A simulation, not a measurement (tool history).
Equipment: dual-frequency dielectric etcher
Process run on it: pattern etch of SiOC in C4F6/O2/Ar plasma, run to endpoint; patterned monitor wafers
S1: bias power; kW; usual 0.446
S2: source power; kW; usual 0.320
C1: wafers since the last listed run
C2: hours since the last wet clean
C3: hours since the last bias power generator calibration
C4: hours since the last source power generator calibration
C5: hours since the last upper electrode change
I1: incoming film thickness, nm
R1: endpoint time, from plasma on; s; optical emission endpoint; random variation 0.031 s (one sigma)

{"run": 1, "hour": 0.0, "S1": 0.446, "S2": 0.27, "C1": 0, "C2": 329.3, "C3": 4110.4, "C4": 1622.9, "C5": 2772.3, "I1": 27.23, "R1": 10.8}
{"run": 2, "hour": 7.7, "S1": 0.446, "S2": 0.27, "C1": 76, "C2": 337.0, "C3": 4118.1, "C4": 1630.6, "C5": 2780.0, "I1": 27.25, "R1": 10.8}
{"run": 3, "hour": 23.8, "S1": 0.446, "S2": 0.32, "C1": 159, "C2": 353.1, "C3": 4134.2, "C4": 1646.7, "C5": 2796.1, "I1": 27.06, "R1": 10.0}
{"run": 4, "hour": 38.9, "S1": 0.446, "S2": 0.32, "C1": 149, "C2": 368.2, "C3": 4149.3, "C4": 1661.8, "C5": 2811.2, "I1": 27.33, "R1": 10.2}
{"run": 5, "hour": 84.1, "S1": 0.446, "S2": 0.32, "C1": 447, "C2": 413.4, "C3": 4194.5, "C4": 1707.0, "C5": 2856.4, "I1": 26.93, "R1": 10.0}
{"hour": 92.3, "done": "bias power generator calibrated"}
{"run": 6, "hour": 101.8, "S1": 0.446, "S2": 0.35, "C1": 135, "C2": 431.1, "C3": 9.5, "C4": 1724.7, "C5": 2874.1, "I1": 27.31, "R1": 9.8}
{"run": 7, "hour": 108.7, "S1": 0.446, "S2": 0.35, "C1": 68, "C2": 438.0, "C3": 16.4, "C4": 1731.6, "C5": 2881.0, "I1": 27.33, "R1": 9.7}
{"run": 8, "hour": 123.1, "S1": 0.446, "S2": 0.35, "C1": 142, "C2": 452.4, "C3": 30.8, "C4": 1746.0, "C5": 2895.4, "I1": 27.15, "R1": 9.8}
{"hour": 156.9, "done": "upper electrode replaced"}
{"run": 9, "hour": 157.4, "S1": 0.446, "S2": 0.32, "C1": 102, "C2": 486.7, "C3": 65.1, "C4": 1780.3, "C5": 0.5, "I1": 27.22, "R1": 10.0}
{"run": 10, "hour": 157.7, "S1": 0.446, "S2": 0.32, "C1": 2, "C2": 487.0, "C3": 65.4, "C4": 1780.6, "C5": 0.8, "I1": 27.21, "R1": 10.1}
{"run": 11, "hour": 158.0, "S1": 0.446, "S2": 0.32, "C1": 2, "C2": 487.3, "C3": 65.7, "C4": 1780.9, "C5": 1.1, "I1": 27.37, "R1": 10.1}
{"run": 12, "hour": 164.0, "S1": 0.38, "S2": 0.35, "C1": 59, "C2": 493.3, "C3": 71.7, "C4": 1786.9, "C5": 7.1, "I1": 27.18, "R1": 10.1}
{"run": 13, "hour": 171.1, "S1": 0.343, "S2": 0.35, "C1": 70, "C2": 500.4, "C3": 78.8, "C4": 1794.0, "C5": 14.2, "I1": 26.94, "R1": 10.2}
{"hour": 202.1, "done": "source power generator calibrated"}
{"hour": 211.1, "done": "wet clean of the chamber"}
{"run": 14, "hour": 211.6, "S1": 0.358, "S2": 0.24, "C1": 272, "C2": 0.5, "C3": 119.3, "C4": 9.5, "C5": 54.7, "I1": 26.9, "R1": 12.2}
{"run": 15, "hour": 211.9, "S1": 0.446, "S2": 0.32, "C1": 2, "C2": 0.8, "C3": 119.6, "C4": 9.8, "C5": 55.0, "I1": 27.11, "R1": 10.5}
{"run": 16, "hour": 212.2, "S1": 0.391, "S2": 0.25, "C1": 2, "C2": 1.1, "C3": 119.9, "C4": 10.1, "C5": 55.3, "I1": 26.88, "R1": 11.8}
{"run": 17, "hour": 228.2, "S1": 0.397, "S2": 0.36, "C1": 158, "C2": 17.1, "C3": 135.9, "C4": 26.1, "C5": 71.3, "I1": 26.9, "R1": 10.2}
{"run": 18, "hour": 238.5, "S1": 0.499, "S2": 0.28, "C1": 102, "C2": 27.4, "C3": 146.2, "C4": 36.4, "C5": 81.6, "I1": 27.13, "R1": 10.6}
{"run": 19, "hour": 252.4, "S1": 0.54, "S2": 0.36, "C1": 137, "C2": 41.3, "C3": 160.1, "C4": 50.3, "C5": 95.5, "I1": 26.93, "R1": 9.4}
{"run": 20, "hour": 264.9, "S1": 0.482, "S2": 0.37, "C1": 123, "C2": 53.8, "C3": 172.6, "C4": 62.8, "C5": 108.0, "I1": 27.24, "R1": 9.7}
{"run": 21, "hour": 271.3, "S1": 0.488, "S2": 0.26, "C1": 63, "C2": 60.2, "C3": 179.0, "C4": 69.2, "C5": 114.4, "I1": 27.03, "R1": 10.9}

Predict each of these 5 candidate next runs independently; none follows another, all start after run 21:
{"run": "A", "hour": 271.7, "S1": 0.446, "S2": 0.32, "C1": 3, "C2": 60.6, "C3": 179.4, "C4": 69.6, "C5": 114.8, "I1": 27.26, "R1": "?"}
{"run": "B", "hour": 271.7, "S1": 0.556, "S2": 0.32, "C1": 3, "C2": 60.6, "C3": 179.4, "C4": 69.6, "C5": 114.8, "I1": 27.26, "R1": "?"}
{"run": "C", "hour": 271.7, "S1": 0.411, "S2": 0.38, "C1": 3, "C2": 60.6, "C3": 179.4, "C4": 69.6, "C5": 114.8, "I1": 27.26, "R1": "?"}
{"run": "D", "hour": 271.7, "S1": 0.481, "S2": 0.27, "C1": 3, "C2": 60.6, "C3": 179.4, "C4": 69.6, "C5": 114.8, "I1": 27.26, "R1": "?"}
{"run": "E", "hour": 271.7, "S1": 0.556, "S2": 0.39, "C1": 3, "C2": 60.6, "C3": 179.4, "C4": 69.6, "C5": 114.8, "I1": 27.26, "R1": "?"}

run=A R1=10.4
run=B R1=9.8
run=C R1=10.0
run=D R1=10.9
run=E R1=9.2
Take away the tool's hidden state, keep each run's random variation, and the runs would have read:
run=A R1=10.5
run=B R1=9.9
run=C R1=10.0
run=D R1=10.9
run=E R1=9.2

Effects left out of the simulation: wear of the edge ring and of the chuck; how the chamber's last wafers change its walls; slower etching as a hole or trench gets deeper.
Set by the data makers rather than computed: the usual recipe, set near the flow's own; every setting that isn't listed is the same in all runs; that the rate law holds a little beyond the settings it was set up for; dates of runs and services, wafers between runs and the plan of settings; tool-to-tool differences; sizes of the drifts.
